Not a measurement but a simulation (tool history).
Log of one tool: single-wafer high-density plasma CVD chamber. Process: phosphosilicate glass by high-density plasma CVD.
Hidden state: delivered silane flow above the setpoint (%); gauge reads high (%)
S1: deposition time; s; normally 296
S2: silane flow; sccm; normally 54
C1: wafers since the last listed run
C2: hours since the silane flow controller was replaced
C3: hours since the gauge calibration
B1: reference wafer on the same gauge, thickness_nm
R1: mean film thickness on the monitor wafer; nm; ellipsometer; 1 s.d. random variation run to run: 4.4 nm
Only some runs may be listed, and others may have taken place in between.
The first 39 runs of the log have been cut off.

run 40 day=39.279 | S1=254 S2=54 | C1=124 C2=351.0 C3=175.8 | B1=1728.912 | R1=1313.257
run 41 day=40.379 | S1=296 S2=54 | C1=150 C2=377.4 C3=202.2 | B1=1730.829 | R1=1520.178
run 42 day=41.733 | S1=266 S2=47 | C1=185 C2=409.9 C3=234.7 | B1=1730.294 | R1=1190.556
run 43 day=42.696 | S1=262 S2=54 | C1=131 C2=433.0 C3=257.8 | B1=1729.939 | R1=1344.314
run 44 day=43.758 | S1=257 S2=58 | C1=145 C2=458.5 C3=283.3 | B1=1729.482 | R1=1417.161
run 45 day=45.200 | S1=250 S2=54 | C1=197 C2=493.1 C3=317.9 | B1=1730.652 | R1=1289.942
run 46 day=46.633 | S1=346 S2=49 | C1=195 C2=527.5 C3=352.3 | B1=1729.539 | R1=1616.823
run 47 day=47.575 | S1=296 S2=54 | C1=128 C2=550.1 C3=374.9 | B1=1728.314 | R1=1524.067

Here are 3 independent what-if runs from the current tool condition. What would each one return?
run A day=47.596 | S1=296 S2=54 | C1=2 C2=550.6 C3=375.4 | B1=? | R1=?
run B day=47.596 | S1=296 S2=51 | C1=2 C2=550.6 C3=375.4 | B1=? | R1=?
run C day=47.596 | S1=311 S2=54 | C1=2 C2=550.6 C3=375.4 | B1=? | R1=?

run=A B1=1732.121 R1=1529.320
run=B B1=1732.121 R1=1444.358
run=C B1=1732.121 R1=1606.820
Take away the tool's hidden state, keep each run's random variation, and the runs would have read:
run=A R1=1521.760
run=B R1=1437.218
run=C R1=1598.876
